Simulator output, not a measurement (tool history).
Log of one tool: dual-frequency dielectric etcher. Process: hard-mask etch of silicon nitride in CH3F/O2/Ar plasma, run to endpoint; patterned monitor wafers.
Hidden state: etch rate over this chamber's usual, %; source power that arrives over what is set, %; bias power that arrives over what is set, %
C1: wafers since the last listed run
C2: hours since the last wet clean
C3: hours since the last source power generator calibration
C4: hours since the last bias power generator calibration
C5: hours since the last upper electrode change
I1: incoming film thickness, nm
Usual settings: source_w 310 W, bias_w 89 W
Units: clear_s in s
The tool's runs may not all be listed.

Run 1, hour 0.0: usual settings but source_w 340 W; C1 0; C2 349.5; C3 3945.8; C4 1139.9; C5 2192.3; I1 29.39. Result: clear_s 36.2 s.
Run 2, hour 47.2: usual settings but source_w 340 W; C1 278; C2 396.7; C3 3993.0; C4 1187.1; C5 2239.5; I1 29.17. Result: clear_s 35.8 s.
Run 3, hour 129.4: usual settings but source_w 270 W; C1 484; C2 478.9; C3 4075.2; C4 1269.3; C5 2321.7; I1 29.34. Result: clear_s 38.8 s.
At hour 219.7: wet clean of the chamber.
Run 4, hour 220.2: usual settings but source_w 270 W; C1 394; C2 0.5; C3 4166.0; C4 1360.1; C5 2412.5; I1 29.59. Result: clear_s 40.3 s.
Run 5, hour 310.6: usual settings but source_w 270 W; C1 533; C2 90.9; C3 4256.4; C4 1450.5; C5 2502.9; I1 29.59. Result: clear_s 40.0 s.
Run 6, hour 387.0: usual settings; C1 450; C2 167.3; C3 4332.8; C4 1526.9; C5 2579.3; I1 29.25. Result: clear_s 37.1 s.
Run 7, hour 458.7: usual settings; C1 423; C2 239.0; C3 4404.5; C4 1598.6; C5 2651.0; I1 29.31. Result: clear_s 36.8 s.
Run 8, hour 522.5: usual settings; C1 376; C2 302.8; C3 4468.3; C4 1662.4; C5 2714.8; I1 29.46. Result: clear_s 36.8 s.
Run 9, hour 593.1: usual settings but bias_w 100 W; C1 416; C2 373.4; C3 4538.9; C4 1733.0; C5 2785.4; I1 29.33. Result: clear_s 35.1 s.
Run 10, hour 631.8: usual settings but bias_w 100 W; C1 228; C2 412.1; C3 4577.6; C4 1771.7; C5 2824.1; I1 29.32. Result: clear_s 35.4 s.
At hour 685.6: source power generator calibrated.
At hour 743.4: wet clean of the chamber.
Run 11, hour 743.9: usual settings but source_w 280 W; C1 496; C2 0.5; C3 58.3; C4 1883.8; C5 2936.2; I1 29.25. Result: clear_s 38.9 s.
Run 12, hour 798.3: usual settings but source_w 350 W; C1 320; C2 54.9; C3 112.7; C4 1938.2; C5 2990.6; I1 29.53. Result: clear_s 36.0 s.
Run 13, hour 891.4: usual settings but source_w 270 W, bias_w 78 W; C1 549; C2 148.0; C3 205.8; C4 2031.3; C5 3083.7; I1 29.35. Result: clear_s 41.1 s.
At hour 897.5: bias power generator calibrated.
Run 14, hour 945.4: usual settings but source_w 240 W, bias_w 100 W; C1 295; C2 202.0; C3 259.8; C4 47.9; C5 3137.7; I1 29.31. Result: clear_s 39.3 s.
Run 15, hour 994.6: usual settings but source_w 390 W, bias_w 97 W; C1 290; C2 251.2; C3 309.0; C4 97.1; C5 3186.9; I1 29.25. Result: clear_s 32.6 s.
Run 16, hour 1233.0: usual settings but source_w 270 W, bias_w 83 W; C1 1406; C2 489.6; C3 547.4; C4 335.5; C5 3425.3; I1 29.30. Result: clear_s 38.8 s.
Run 17, hour 1299.9: usual settings; C1 394; C2 556.5; C3 614.3; C4 402.4; C5 3492.2; I1 29.28. Result: clear_s 36.1 s.

The next listed run, before its measurement:
At hour 1374.3: upper electrode replaced.
At hour 1419.7: wet clean of the chamber.
Run 18, hour 1584.7: usual settings; C1 1397; C2 165.0; C3 899.1; C4 687.2; C5 210.4; I1 29.51. Result: clear_s ?.

clear_s: 37.9 s
Without the tool's hidden state the same run would have given clear_s 38.3 s.

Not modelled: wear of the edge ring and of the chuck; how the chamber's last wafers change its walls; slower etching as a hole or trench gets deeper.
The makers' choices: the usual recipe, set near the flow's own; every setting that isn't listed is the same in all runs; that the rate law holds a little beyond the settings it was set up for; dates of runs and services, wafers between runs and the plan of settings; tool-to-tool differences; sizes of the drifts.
